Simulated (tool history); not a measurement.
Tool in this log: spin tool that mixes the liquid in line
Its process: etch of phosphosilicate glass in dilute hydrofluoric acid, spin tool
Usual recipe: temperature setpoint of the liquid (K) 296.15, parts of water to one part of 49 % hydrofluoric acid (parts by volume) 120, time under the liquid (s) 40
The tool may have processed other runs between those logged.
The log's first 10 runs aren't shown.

| run | hour | temperature setpoint of the liquid (K) | parts of water to one part of 49 % hydrofluoric acid (parts by volume) | time under the liquid (s) | wafers since the last listed run | hours since the thermometer was replaced | hours since the hydrofluoric acid flow meter was replaced | hours since the gauge calibration | read-back film thickness of the phosphosilicate glass reference wafer, read on the same gauge (nm) | thickness taken off the phosphosilicate glass on a monitor wafer (nm) |
|---|---|---|---|---|---|---|---|---|---|---|
| 11 | 133.9 | 296.15 | 95 | 25 | 299 | 173.6 | 1601.5 | 141.7 | 130.02 | 14.77 |
| 12 | 140.2 | 293.15 | 170 | 40 | 105 | 179.9 | 1607.8 | 148 | 130.03 | 10.98 |
| 13 | 150.3 | 296.15 | 120 | 40 | 169 | 190 | 1617.9 | 158.1 | 130.02 | 18.24 |
| 14 | 158.4 | 296.15 | 105 | 40 | 136 | 198.1 | 1626 | 166.2 | 129.99 | 21.34 |
| 15 | 168.9 | 296.15 | 120 | 65 | 176 | 208.6 | 1636.5 | 176.7 | 130 | 29.87 |
| 16 | 179.2 | 296.15 | 120 | 40 | 173 | 218.9 | 1646.8 | 187 | 129.95 | 18.35 |
| 17 | 189.8 | 296.15 | 120 | 40 | 178 | 229.5 | 1657.4 | 197.6 | 130 | 18.29 |
| 18 | 201.8 | 293.15 | 120 | 40 | 201 | 241.5 | 1669.4 | 209.6 | 130.05 | 16.41 |
| 19 | 213.9 | 296.15 | 120 | 55 | 203 | 253.6 | 1681.5 | 221.7 | 130.02 | 25.29 |
| 20 | 222 | 296.15 | 135 | 55 | 136 | 261.7 | 1689.6 | 229.8 | 130 | 21.91 |
|  | 233.9 | hydrofluoric acid flow meter replaced |
| 21 | 234.4 | 293.15 | 75 | 20 | 191 | 274.1 | 0.5 | 242.2 | 129.99 | 13.7 |
| 22 | 250.7 | 296.15 | 170 | 40 | 273 | 290.4 | 16.8 | 258.5 | 130.01 | 12.19 |
| 23 | 268.2 | 293.65 | 120 | 40 | 293 | 307.9 | 34.3 | 276 | 130 | 16.5 |
| 24 | 286.1 | 296.15 | 105 | 15 | 300 | 325.8 | 52.2 | 293.9 | 130.05 | 8.01 |
| 25 | 301.7 | 296.15 | 120 | 40 | 262 | 341.4 | 67.8 | 309.5 | 130 | 18.51 |
| 26 | 313.8 | 291.15 | 100 | 20 | 203 | 353.5 | 79.9 | 321.6 | 129.98 | 9.19 |
| 27 | 358.3 | 294.15 | 120 | 45 | 747 | 398 | 124.4 | 366.1 | 130.03 | 19.08 |
| 28 | 371.1 | 299.65 | 120 | 40 | 215 | 410.8 | 137.2 | 378.9 | 130.01 | 21.2 |
| 29 | 379.2 | 296.15 | 120 | 30 | 136 | 418.9 | 145.3 | 387 | 130.01 | 13.79 |

Estimate the outcome of run 30 from the log above:
| 30 | 395.1 | 296.15 | 120 | 40 | 267 | 434.8 | 161.2 | 402.9 | ? | ? |

Run 30 measured read-back film thickness of the phosphosilicate glass reference wafer, read on the same gauge (nm) 130.01, thickness taken off the phosphosilicate glass on a monitor wafer (nm) 18.37.
Minus the tool's unlogged condition, the same run would have read thickness taken off the phosphosilicate glass on a monitor wafer (nm) 18.37.
